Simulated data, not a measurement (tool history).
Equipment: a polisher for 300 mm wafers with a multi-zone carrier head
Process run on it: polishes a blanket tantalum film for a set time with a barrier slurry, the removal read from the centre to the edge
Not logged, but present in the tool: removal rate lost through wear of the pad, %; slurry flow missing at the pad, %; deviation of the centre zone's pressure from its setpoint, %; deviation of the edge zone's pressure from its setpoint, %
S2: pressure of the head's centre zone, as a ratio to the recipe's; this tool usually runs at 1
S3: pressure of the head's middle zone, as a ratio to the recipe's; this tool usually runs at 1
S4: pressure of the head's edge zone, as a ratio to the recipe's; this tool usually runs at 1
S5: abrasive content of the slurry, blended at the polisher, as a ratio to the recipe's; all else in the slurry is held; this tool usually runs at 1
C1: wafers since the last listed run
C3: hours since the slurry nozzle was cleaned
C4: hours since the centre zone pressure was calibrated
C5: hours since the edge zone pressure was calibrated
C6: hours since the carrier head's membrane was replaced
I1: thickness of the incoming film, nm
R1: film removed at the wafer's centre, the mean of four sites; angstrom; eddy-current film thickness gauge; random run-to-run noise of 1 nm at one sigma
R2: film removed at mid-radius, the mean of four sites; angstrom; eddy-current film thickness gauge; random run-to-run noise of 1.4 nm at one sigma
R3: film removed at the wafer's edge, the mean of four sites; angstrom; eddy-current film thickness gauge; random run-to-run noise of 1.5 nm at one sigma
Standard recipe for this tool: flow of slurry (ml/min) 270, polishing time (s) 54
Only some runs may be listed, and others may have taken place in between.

run 1 hour=0 | flow_of_slurry_(ml/min)=270 S2=1 S3=1 S4=1 S5=1 polishing_time_(s)=54 | C1=0 wafers_polished_on_this_pad=1182 C3=343.6 C4=814.6 C5=230.9 C6=693.3 | I1=309.3 | R1=1317 R2=1334 R3=1314
run 2 hour=34.4 | flow_of_slurry_(ml/min)=270 S2=1 S3=1 S4=1 S5=1 polishing_time_(s)=54 | C1=470 wafers_polished_on_this_pad=1652 C3=378 C4=849 C5=265.3 C6=727.7 | I1=316.7 | R1=1321 R2=1314 R3=1343
run 3 hour=89.3 | flow_of_slurry_(ml/min)=270 S2=1 S3=1 S4=1 S5=1 polishing_time_(s)=54 | C1=750 wafers_polished_on_this_pad=2402 C3=432.9 C4=903.9 C5=320.2 C6=782.6 | I1=313.2 | R1=1298 R2=1307 R3=1286
-- hour=152.8 slurry nozzle cleaned
-- hour=157.2 edge zone pressure recalibrated
run 4 hour=159.6 | flow_of_slurry_(ml/min)=195 S2=1 S3=1 S4=1 S5=1 polishing_time_(s)=54 | C1=919 wafers_polished_on_this_pad=3322 C3=6.8 C4=974.2 C5=2.4 C6=852.9 | I1=306.8 | R1=1209 R2=1252 R3=1248
-- hour=195.1 worn pad replaced by a new one
run 5 hour=228.8 | flow_of_slurry_(ml/min)=195 S2=1 S3=1 S4=1 S5=1 polishing_time_(s)=54 | C1=891 wafers_polished_on_this_pad=460 C3=76 C4=1043.4 C5=71.6 C6=922.1 | I1=307.9 | R1=1259 R2=1285 R3=1267
run 6 hour=289.1 | flow_of_slurry_(ml/min)=195 S2=1 S3=1 S4=1 S5=1 polishing_time_(s)=54 | C1=824 wafers_polished_on_this_pad=1284 C3=136.3 C4=1103.7 C5=131.9 C6=982.4 | I1=315.1 | R1=1251 R2=1262 R3=1252
-- hour=362 carrier head's membrane replaced by a new one
-- hour=460.6 worn pad replaced by a new one
-- hour=490.5 centre zone pressure recalibrated
run 7 hour=499.4 | flow_of_slurry_(ml/min)=270 S2=1 S3=1 S4=1 S5=1 polishing_time_(s)=54 | C1=2723 wafers_polished_on_this_pad=503 C3=346.6 C4=8.9 C5=342.2 C6=137.4 | I1=306.2 | R1=1331 R2=1320 R3=1322
-- hour=532.7 edge zone pressure recalibrated
run 8 hour=569.2 | flow_of_slurry_(ml/min)=235 S2=1 S3=1 S4=1 S5=1 polishing_time_(s)=54 | C1=926 wafers_polished_on_this_pad=1429 C3=416.4 C4=78.7 C5=36.5 C6=207.2 | I1=308.5 | R1=1296 R2=1298 R3=1324
-- hour=570.7 slurry nozzle cleaned
run 9 hour=605.7 | flow_of_slurry_(ml/min)=270 S2=1 S3=1 S4=1 S5=1 polishing_time_(s)=54 | C1=485 wafers_polished_on_this_pad=1915 C3=35 C4=115.2 C5=73 C6=243.7 | I1=312.5 | R1=1301 R2=1315 R3=1338
run 10 hour=652.8 | flow_of_slurry_(ml/min)=270 S2=1 S3=1 S4=1.04 S5=1 polishing_time_(s)=54 | C1=643 wafers_polished_on_this_pad=2558 C3=82.1 C4=162.3 C5=120.1 C6=290.8 | I1=306.8 | R1=1300 R2=1298 R3=1297
run 11 hour=688.3 | flow_of_slurry_(ml/min)=215 S2=0.88 S3=1.1 S4=1 S5=1.15 polishing_time_(s)=54 | C1=485 wafers_polished_on_this_pad=3043 C3=117.6 C4=197.8 C5=155.6 C6=326.3 | I1=311.9 | R1=1138 R2=1421 R3=1297
run 12 hour=748.3 | flow_of_slurry_(ml/min)=310 S2=1 S3=1 S4=1 S5=1 polishing_time_(s)=54 | C1=820 wafers_polished_on_this_pad=3863 C3=177.6 C4=257.8 C5=215.6 C6=386.3 | I1=312.2 | R1=1267 R2=1294 R3=1268
-- hour=753.5 worn pad replaced by a new one
run 13 hour=778.9 | flow_of_slurry_(ml/min)=360 S2=0.97 S3=1.05 S4=1 S5=0.8 polishing_time_(s)=54 | C1=363 wafers_polished_on_this_pad=346 C3=208.2 C4=288.4 C5=246.2 C6=416.9 | I1=312.7 | R1=1283 R2=1365 R3=1291
run 14 hour=807.1 | flow_of_slurry_(ml/min)=335 S2=1 S3=1.12 S4=1 S5=1 polishing_time_(s)=54 | C1=385 wafers_polished_on_this_pad=732 C3=236.4 C4=316.6 C5=274.4 C6=445.1 | I1=304.1 | R1=1360 R2=1496 R3=1331
-- hour=850.5 edge zone pressure recalibrated
run 15 hour=865.5 | flow_of_slurry_(ml/min)=270 S2=1 S3=1 S4=1 S5=1 polishing_time_(s)=54 | C1=770 wafers_polished_on_this_pad=1503 C3=294.8 C4=375 C5=15 C6=503.5 | I1=311.4 | R1=1306 R2=1332 R3=1302
run 16 hour=937 | flow_of_slurry_(ml/min)=195 S2=1 S3=1 S4=1.05 S5=0.85 polishing_time_(s)=44 | C1=977 wafers_polished_on_this_pad=2480 C3=366.3 C4=446.5 C5=86.5 C6=575 | I1=310.8 | R1=974 R2=988 R3=998
-- hour=971.1 slurry nozzle cleaned
run 17 hour=973.4 | flow_of_slurry_(ml/min)=270 S2=1 S3=1 S4=1 S5=1 polishing_time_(s)=54 | C1=483 wafers_polished_on_this_pad=2963 C3=2.3 C4=482.9 C5=122.9 C6=611.4 | I1=307.1 | R1=1295 R2=1322 R3=1271
-- hour=978.6 worn pad replaced by a new one
run 18 hour=1007.7 | flow_of_slurry_(ml/min)=270 S2=1 S3=1 S4=1 S5=1 polishing_time_(s)=54 | C1=414 wafers_polished_on_this_pad=397 C3=36.6 C4=517.2 C5=157.2 C6=645.7 | I1=307.2 | R1=1333 R2=1329 R3=1347
run 19 hour=1077.6 | flow_of_slurry_(ml/min)=270 S2=1 S3=1 S4=1 S5=1.2 polishing_time_(s)=54 | C1=955 wafers_polished_on_this_pad=1353 C3=106.5 C4=587.1 C5=227.1 C6=715.6 | I1=306.8 | R1=1345 R2=1383 R3=1366
run 20 hour=1145.1 | flow_of_slurry_(ml/min)=270 S2=1.11 S3=1 S4=1 S5=1 polishing_time_(s)=54 | C1=922 wafers_polished_on_this_pad=2275 C3=174 C4=654.6 C5=294.6 C6=783.1 | I1=308.2 | R1=1433 R2=1309 R3=1304
-- hour=1170.3 edge zone pressure recalibrated
run 21 hour=1185.8 | flow_of_slurry_(ml/min)=235 S2=1 S3=1 S4=1.06 S5=1 polishing_time_(s)=54 | C1=528 wafers_polished_on_this_pad=2804 C3=214.7 C4=695.3 C5=15.5 C6=823.8 | I1=313 | R1=1262 R2=1262 R3=1315
-- hour=1240.3 worn pad replaced by a new one
run 22 hour=1245.9 | flow_of_slurry_(ml/min)=225 S2=1 S3=1 S4=1 S5=0.9 polishing_time_(s)=54 | C1=766 wafers_polished_on_this_pad=76 C3=274.8 C4=755.4 C5=75.6 C6=883.9 | I1=311.7 | R1=1270 R2=1278 R3=1242

Hidden condition of the tool, last listed run before each entry between runs versus first listed run after:
In the gap between runs 3 and 4: slurry nozzle cleaned (hour 152.8); edge zone pressure recalibrated (hour 157.2)
  removal rate lost through wear of the pad, %: 1.74 -> 3.34
  what was measured, less what the result would be without the hidden state, R1: -23 -> -42 angstrom; R2: -23 -> -43 angstrom; R3: -23 -> -43 angstrom
In the gap between runs 4 and 5: worn pad replaced by a new one (hour 195.1)
  removal rate lost through wear of the pad, %: 3.34 -> 0.176
  what was measured, less what the result would be without the hidden state, R1: -42 -> -2 angstrom; R2: -43 -> -2 angstrom; R3: -43 -> -2 angstrom
In the gap between runs 6 and 7: carrier head's membrane replaced by a new one (hour 362); worn pad replaced by a new one (hour 460.6); centre zone pressure recalibrated (hour 490.5)
  removal rate lost through wear of the pad, %: 0.591 -> 0.221
  what was measured, less what the result would be without the hidden state, R1: -7 -> -3 angstrom; R2: -8 -> -3 angstrom; R3: -7 -> -3 angstrom
In the gap between runs 7 and 8: edge zone pressure recalibrated (hour 532.7)
  removal rate lost through wear of the pad, %: 0.221 -> 0.775
  what was measured, less what the result would be without the hidden state, R1: -3 -> -10 angstrom; R2: -3 -> -11 angstrom; R3: -3 -> -10 angstrom
In the gap between runs 8 and 9: slurry nozzle cleaned (hour 570.7)
  removal rate lost through wear of the pad, %: 0.775 -> 1.27
  what was measured, less what the result would be without the hidden state, R1: -10 -> -17 angstrom; R2: -11 -> -17 angstrom; R3: -10 -> -17 angstrom
In the gap between runs 12 and 13: worn pad replaced by a new one (hour 753.5)
  removal rate lost through wear of the pad, %: 4.6 -> 0.565
  what was measured, less what the result would be without the hidden state, R1: -61 -> -7 angstrom; R2: -62 -> -7 angstrom; R3: -61 -> -7 angstrom
In the gap between runs 14 and 15: edge zone pressure recalibrated (hour 850.5)
  removal rate lost through wear of the pad, %: 0.685 -> 1.21
  what was measured, less what the result would be without the hidden state, R1: -9 -> -16 angstrom; R2: -11 -> -16 angstrom; R3: -9 -> -16 angstrom
In the gap between runs 16 and 17: slurry nozzle cleaned (hour 971.1)
  removal rate lost through wear of the pad, %: 2.34 -> 3.13
  what was measured, less what the result would be without the hidden state, R1: -23 -> -42 angstrom; R2: -24 -> -43 angstrom; R3: -24 -> -41 angstrom
In the gap between runs 17 and 18: worn pad replaced by a new one (hour 978.6)
  removal rate lost through wear of the pad, %: 3.13 -> 0.334
  what was measured, less what the result would be without the hidden state, R1: -42 -> -4 angstrom; R2: -43 -> -5 angstrom; R3: -41 -> -5 angstrom
In the gap between runs 20 and 21: edge zone pressure recalibrated (hour 1170.3)
  removal rate lost through wear of the pad, %: 1.78 -> 2.6
  what was measured, less what the result would be without the hidden state, R1: -26 -> -33 angstrom; R2: -24 -> -34 angstrom; R3: -24 -> -35 angstrom
In the gap between runs 21 and 22: worn pad replaced by a new one (hour 1240.3)
  removal rate lost through wear of the pad, %: 2.6 -> 0.573
  what was measured, less what the result would be without the hidden state, R1: -33 -> -7 angstrom; R2: -34 -> -7 angstrom; R3: -35 -> -7 angstrom
